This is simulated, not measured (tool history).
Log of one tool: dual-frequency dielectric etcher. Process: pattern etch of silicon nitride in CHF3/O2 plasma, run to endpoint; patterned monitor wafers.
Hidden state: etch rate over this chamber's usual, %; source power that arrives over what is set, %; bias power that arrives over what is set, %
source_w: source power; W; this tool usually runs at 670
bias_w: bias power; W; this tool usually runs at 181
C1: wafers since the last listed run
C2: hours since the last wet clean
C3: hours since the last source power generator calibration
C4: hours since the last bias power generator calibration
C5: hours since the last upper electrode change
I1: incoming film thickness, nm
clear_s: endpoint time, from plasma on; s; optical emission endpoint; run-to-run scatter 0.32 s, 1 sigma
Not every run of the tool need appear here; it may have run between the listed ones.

run 1 hour=0 | source_w=670 bias_w=170 | C1=0 C2=337.2 C3=2034.1 C4=1641.7 C5=5257.3 | I1=95.5 | clear_s=73.3
run 2 hour=47.6 | source_w=670 bias_w=170 | C1=447 C2=384.8 C3=2081.7 C4=1689.3 C5=5304.9 | I1=95.1 | clear_s=74.7
-- hour=73.4 wet clean of the chamber
run 3 hour=86 | source_w=560 bias_w=181 | C1=135 C2=12.6 C3=2120.1 C4=1727.7 C5=5343.3 | I1=95.4 | clear_s=74.4
run 4 hour=132.8 | source_w=670 bias_w=181 | C1=440 C2=59.4 C3=2166.9 C4=1774.5 C5=5390.1 | I1=95.6 | clear_s=69.6
run 5 hour=162.2 | source_w=670 bias_w=181 | C1=276 C2=88.8 C3=2196.3 C4=1803.9 C5=5419.5 | I1=94.5 | clear_s=69.3
run 6 hour=200.1 | source_w=670 bias_w=181 | C1=356 C2=126.7 C3=2234.2 C4=1841.8 C5=5457.4 | I1=96.2 | clear_s=70.6
-- hour=239.7 bias power generator calibrated
run 7 hour=258.3 | source_w=670 bias_w=181 | C1=509 C2=184.9 C3=2292.4 C4=18.6 C5=5515.6 | I1=94.3 | clear_s=70
-- hour=298 upper electrode replaced
run 8 hour=306.7 | source_w=570 bias_w=181 | C1=229 C2=233.3 C3=2340.8 C4=67 C5=8.7 | I1=96 | clear_s=75.7
run 9 hour=366.5 | source_w=590 bias_w=152 | C1=562 C2=293.1 C3=2400.6 C4=126.8 C5=68.5 | I1=94.3 | clear_s=78.9
-- hour=414.3 wet clean of the chamber
run 10 hour=415.3 | source_w=780 bias_w=207 | C1=233 C2=1 C3=2449.4 C4=175.6 C5=117.3 | I1=94.6 | clear_s=61.5
run 11 hour=476.3 | source_w=670 bias_w=181 | C1=573 C2=62 C3=2510.4 C4=236.6 C5=178.3 | I1=95 | clear_s=69.3
-- hour=525.8 source power generator calibrated
run 12 hour=607.7 | source_w=670 bias_w=181 | C1=1197 C2=193.4 C3=81.9 C4=368 C5=309.7 | I1=95.3 | clear_s=70.9
run 13 hour=643.9 | source_w=840 bias_w=156 | C1=340 C2=229.6 C3=118.1 C4=404.2 C5=345.9 | I1=95 | clear_s=67.2
run 14 hour=670.3 | source_w=610 bias_w=181 | C1=248 C2=256 C3=144.5 C4=430.6 C5=372.3 | I1=95.7 | clear_s=73.4

Here are 5 independent what-if runs from the current tool condition. What would each one return?
run A hour=670.7 | source_w=670 bias_w=181 | C1=3 C2=256.4 C3=144.9 C4=431 C5=372.7 | I1=95.3 | clear_s=?
run B hour=670.7 | source_w=730 bias_w=166 | C1=3 C2=256.4 C3=144.9 C4=431 C5=372.7 | I1=95.3 | clear_s=?
run C hour=670.7 | source_w=790 bias_w=218 | C1=3 C2=256.4 C3=144.9 C4=431 C5=372.7 | I1=95.3 | clear_s=?
run D hour=670.7 | source_w=670 bias_w=208 | C1=3 C2=256.4 C3=144.9 C4=431 C5=372.7 | I1=95.3 | clear_s=?
run E hour=670.7 | source_w=670 bias_w=160 | C1=3 C2=256.4 C3=144.9 C4=431 C5=372.7 | I1=95.3 | clear_s=?

run=A clear_s=71.1
run=B clear_s=70.4
run=C clear_s=62.9
run=D clear_s=68.2
run=E clear_s=73.7
What these runs would have given with no unlogged condition in the tool:
run=A clear_s=68.5
run=B clear_s=67.8
run=C clear_s=60.6
run=D clear_s=65.7
run=E clear_s=71

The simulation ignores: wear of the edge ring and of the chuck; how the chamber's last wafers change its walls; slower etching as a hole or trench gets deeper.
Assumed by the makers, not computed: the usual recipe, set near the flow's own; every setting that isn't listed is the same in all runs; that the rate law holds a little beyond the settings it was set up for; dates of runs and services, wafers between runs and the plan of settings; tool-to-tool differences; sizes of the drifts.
